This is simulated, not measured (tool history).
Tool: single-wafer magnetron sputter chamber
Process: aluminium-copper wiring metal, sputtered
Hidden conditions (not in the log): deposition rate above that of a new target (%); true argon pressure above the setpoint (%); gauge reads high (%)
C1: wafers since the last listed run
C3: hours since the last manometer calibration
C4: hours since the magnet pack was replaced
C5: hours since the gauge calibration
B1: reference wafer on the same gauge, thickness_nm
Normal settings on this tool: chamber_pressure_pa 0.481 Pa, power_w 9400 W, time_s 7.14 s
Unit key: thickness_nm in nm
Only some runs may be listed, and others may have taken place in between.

run 1 hour=0 | chamber_pressure_pa=0.601 power_w=10950 time_s=7.14 | C1=0 wafers_on_the_sputter_target=988 C3=1711.4 C4=6858.4 C5=67.8 | B1=119.007 | thickness_nm=119.354
run 2 hour=18.2 | chamber_pressure_pa=0.481 power_w=9400 time_s=7.14 | C1=612 wafers_on_the_sputter_target=1600 C3=1729.6 C4=6876.6 C5=86 | B1=118.878 | thickness_nm=107.736
run 3 hour=43.3 | chamber_pressure_pa=0.481 power_w=9400 time_s=7.14 | C1=844 wafers_on_the_sputter_target=2445 C3=1754.7 C4=6901.7 C5=111.1 | B1=119.168 | thickness_nm=107.476
run 4 hour=64.3 | chamber_pressure_pa=0.595 power_w=9400 time_s=7.14 | C1=706 wafers_on_the_sputter_target=3151 C3=1775.7 C4=6922.7 C5=132.1 | B1=119.03 | thickness_nm=102.124
run 5 hour=97.6 | chamber_pressure_pa=0.595 power_w=9400 time_s=7.14 | C1=1120 wafers_on_the_sputter_target=4272 C3=1809 C4=6956 C5=165.4 | B1=119.092 | thickness_nm=101.77
-- hour=128.1 sputter target and shields replaced
run 6 hour=128.6 | chamber_pressure_pa=0.481 power_w=7650 time_s=7.14 | C1=773 wafers_on_the_sputter_target=17 C3=1840 C4=6987 C5=196.4 | B1=118.91 | thickness_nm=85.109
run 7 hour=177.7 | chamber_pressure_pa=0.481 power_w=7650 time_s=7.14 | C1=1652 wafers_on_the_sputter_target=1669 C3=1889.1 C4=7036.1 C5=245.5 | B1=119.025 | thickness_nm=84.667
-- hour=186 capacitance manometer re-zeroed and calibrated
-- hour=190.8 sputter target and shields replaced, repeated, since the last time left the tool worse
run 8 hour=200.8 | chamber_pressure_pa=0.481 power_w=7650 time_s=7.14 | C1=348 wafers_on_the_sputter_target=337 C3=14.8 C4=7059.2 C5=268.6 | B1=119.001 | thickness_nm=88.901
-- hour=210 magnet pack replaced
run 9 hour=235 | chamber_pressure_pa=0.323 power_w=10650 time_s=6.23 | C1=881 wafers_on_the_sputter_target=1219 C3=49 C4=25 C5=302.8 | B1=119.088 | thickness_nm=113.466
run 10 hour=270.2 | chamber_pressure_pa=0.481 power_w=7950 time_s=8.5 | C1=1184 wafers_on_the_sputter_target=2403 C3=84.2 C4=60.2 C5=338 | B1=118.973 | thickness_nm=108.773
run 11 hour=286.2 | chamber_pressure_pa=0.322 power_w=9400 time_s=6.56 | C1=538 wafers_on_the_sputter_target=2942 C3=100.2 C4=76.2 C5=354 | B1=118.969 | thickness_nm=105.252
-- hour=287.9 gauge calibrated
run 12 hour=311.1 | chamber_pressure_pa=0.644 power_w=7150 time_s=6.25 | C1=837 wafers_on_the_sputter_target=3780 C3=125.1 C4=101.1 C5=23.2 | B1=119 | thickness_nm=67.225
-- hour=328.2 sputter target and shields replaced
run 13 hour=329.8 | chamber_pressure_pa=0.299 power_w=9400 time_s=7.14 | C1=360 wafers_on_the_sputter_target=54 C3=143.8 C4=119.8 C5=41.9 | B1=119.101 | thickness_nm=117.855
run 14 hour=355.7 | chamber_pressure_pa=0.299 power_w=9400 time_s=7.14 | C1=871 wafers_on_the_sputter_target=925 C3=169.7 C4=145.7 C5=67.8 | B1=119.145 | thickness_nm=116.792
run 15 hour=380 | chamber_pressure_pa=0.481 power_w=11600 time_s=7.91 | C1=817 wafers_on_the_sputter_target=1743 C3=194 C4=170 C5=92.1 | B1=118.96 | thickness_nm=146.25
run 16 hour=411.9 | chamber_pressure_pa=0.596 power_w=8000 time_s=7.59 | C1=1073 wafers_on_the_sputter_target=2816 C3=225.9 C4=201.9 C5=124 | B1=119.025 | thickness_nm=92.993

Describe how what the log doesn't record of the tool's condition differs between the last listed run preceding each entry between runs and the first listed run following it.
In the gap between runs 5 and 6: sputter target and shields replaced (hour 128.1)
  deposition rate above that of a new target (%): -2.33 -> -4.7
  measured result minus the result with no hidden state, thickness_nm: -2.433 -> -4.197 nm
In the gap between runs 7 and 8: capacitance manometer re-zeroed and calibrated (hour 186); sputter target and shields replaced, repeated, since the last time left the tool worse (hour 190.8)
  deposition rate above that of a new target (%): -5.49 -> -0.297
  measured result minus the result with no hidden state, thickness_nm: -4.921 -> -0.265 nm
In the gap between runs 8 and 9: magnet pack replaced (hour 210)
  deposition rate above that of a new target (%): -0.297 -> -0.849
  measured result minus the result with no hidden state, thickness_nm: -0.265 -> -0.972 nm
In the gap between runs 11 and 12: gauge calibrated (hour 287.9)
  deposition rate above that of a new target (%): -1.68 -> -2.08
  measured result minus the result with no hidden state, thickness_nm: -1.794 -> -1.427 nm
In the gap between runs 12 and 13: sputter target and shields replaced (hour 328.2)
  deposition rate above that of a new target (%): -2.08 -> -0.27
  measured result minus the result with no hidden state, thickness_nm: -1.427 -> -0.318 nm
